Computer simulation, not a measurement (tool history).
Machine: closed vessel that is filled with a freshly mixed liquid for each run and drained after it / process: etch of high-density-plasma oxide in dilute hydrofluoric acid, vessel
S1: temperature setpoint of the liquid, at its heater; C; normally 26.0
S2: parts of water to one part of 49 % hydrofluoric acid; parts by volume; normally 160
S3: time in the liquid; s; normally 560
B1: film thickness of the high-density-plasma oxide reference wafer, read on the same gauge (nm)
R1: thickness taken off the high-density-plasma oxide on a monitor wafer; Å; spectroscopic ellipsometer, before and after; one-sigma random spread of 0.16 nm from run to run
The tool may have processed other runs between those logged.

Run 1, hour 0.0: usual settings but S3 665 s; B1 80.01. Result: R1 207.9 Å.
Run 2, hour 104.8: usual settings but S3 665 s; B1 80.01. Result: R1 210.1 Å.
Run 3, hour 193.8: usual settings but S3 665 s; B1 79.98. Result: R1 207.1 Å.
Run 4, hour 244.9: usual settings but S1 24.5 C; B1 80.03. Result: R1 168.3 Å.
Run 5, hour 342.7: usual settings but S1 24.5 C; B1 79.99. Result: R1 166.3 Å.
Run 6, hour 440.5: usual settings; B1 80.00. Result: R1 174.4 Å.
Run 7, hour 481.9: usual settings; B1 79.98. Result: R1 174.6 Å.
Run 8, hour 565.1: usual settings; B1 79.97. Result: R1 173.7 Å.
Run 9, hour 669.9: usual settings; B1 79.98. Result: R1 175.8 Å.
Run 10, hour 710.0: usual settings but S1 27.5 C; B1 80.01. Result: R1 184.0 Å.
At hour 779.5: hydrofluoric acid flow meter replaced.
Run 11, hour 787.1: usual settings; B1 79.99. Result: R1 176.3 Å.
Run 12, hour 881.5: usual settings; B1 79.98. Result: R1 172.4 Å.
Run 13, hour 930.5: usual settings but S3 285 s; B1 80.01. Result: R1 87.6 Å.
Run 14, hour 995.6: usual settings; B1 80.01. Result: R1 175.5 Å.
Run 15, hour 1064.8: usual settings but S2 135 parts by volume; B1 79.99. Result: R1 213.5 Å.
Run 16, hour 1124.4: usual settings; B1 80.00. Result: R1 173.1 Å.
Run 17, hour 1178.7: usual settings but S1 22.5 C, S2 200 parts by volume; B1 79.98. Result: R1 116.4 Å.
Run 18, hour 1234.3: usual settings but S2 120 parts by volume; B1 80.00. Result: R1 243.3 Å.
Run 19, hour 1300.7: usual settings but S2 190 parts by volume, S3 805 s; B1 80.01. Result: R1 200.3 Å.
Run 20, hour 1346.6: usual settings; B1 80.01. Result: R1 175.1 Å.
Run 21, hour 1424.1: usual settings but S1 31.0 C, S3 355 s; B1 80.00. Result: R1 132.2 Å.
At hour 1446.2: thermometer replaced.
Run 22, hour 1477.4: usual settings but S1 21.5 C, S2 210 parts by volume, S3 770 s; B1 80.02. Result: R1 145.2 Å.
At hour 1514.2: gauge calibrated.
Run 23, hour 1754.2: usual settings; B1 80.02. Result: R1 175.6 Å.
Run 24, hour 1829.4: usual settings but S1 30.5 C, S3 415 s; B1 80.03. Result: R1 150.1 Å.
Run 25, hour 1914.0: usual settings but S1 30.5 C, S2 85 parts by volume, S3 835 s; B1 79.99. Result: R1 640.6 Å.
Run 26, hour 1978.7: usual settings but S2 180 parts by volume, S3 830 s; B1 80.01. Result: R1 223.5 Å.
At hour 2072.9: hydrofluoric acid flow meter replaced.
Run 27, hour 2083.6: usual settings; B1 79.98. Result: R1 172.8 Å.
Run 28, hour 2150.9: usual settings but S1 24.0 C, S2 130 parts by volume, S3 685 s; B1 79.98. Result: R1 250.3 Å.
Run 29, hour 2203.4: usual settings but S3 240 s; B1 80.01. Result: R1 73.7 Å.
Run 30, hour 2282.3: usual settings; B1 80.03. Result: R1 174.2 Å.
Run 31, hour 2371.5: usual settings; B1 80.00. Result: R1 173.3 Å.
Run 32, hour 2451.5: usual settings but S3 390 s; B1 80.00. Result: R1 121.8 Å.

What if the next run were any one of these 4? Each begins from the tool's condition after run 32:
Run A, hour 2452.3: usual settings but S2 115 parts by volume; B1 ?. Result: R1 ?.
Run B, hour 2452.3: usual settings but S1 28.5 C, S2 125 parts by volume, S3 715 s; B1 ?. Result: R1 ?.
Run C, hour 2452.3: usual settings but S2 185 parts by volume, S3 680 s; B1 ?. Result: R1 ?.
Run D, hour 2452.3: usual settings but S1 28.5 C, S2 90 parts by volume, S3 835 s; B1 ?. Result: R1 ?.

run     B1     R1
  A  80.00  254.7
  B  80.00  324.7
  C  80.00  176.8
  D  80.00  552.2
What these runs would have given with no unlogged condition in the tool:
run     R1
  A  254.7
  B  324.7
  C  176.8
  D  552.2
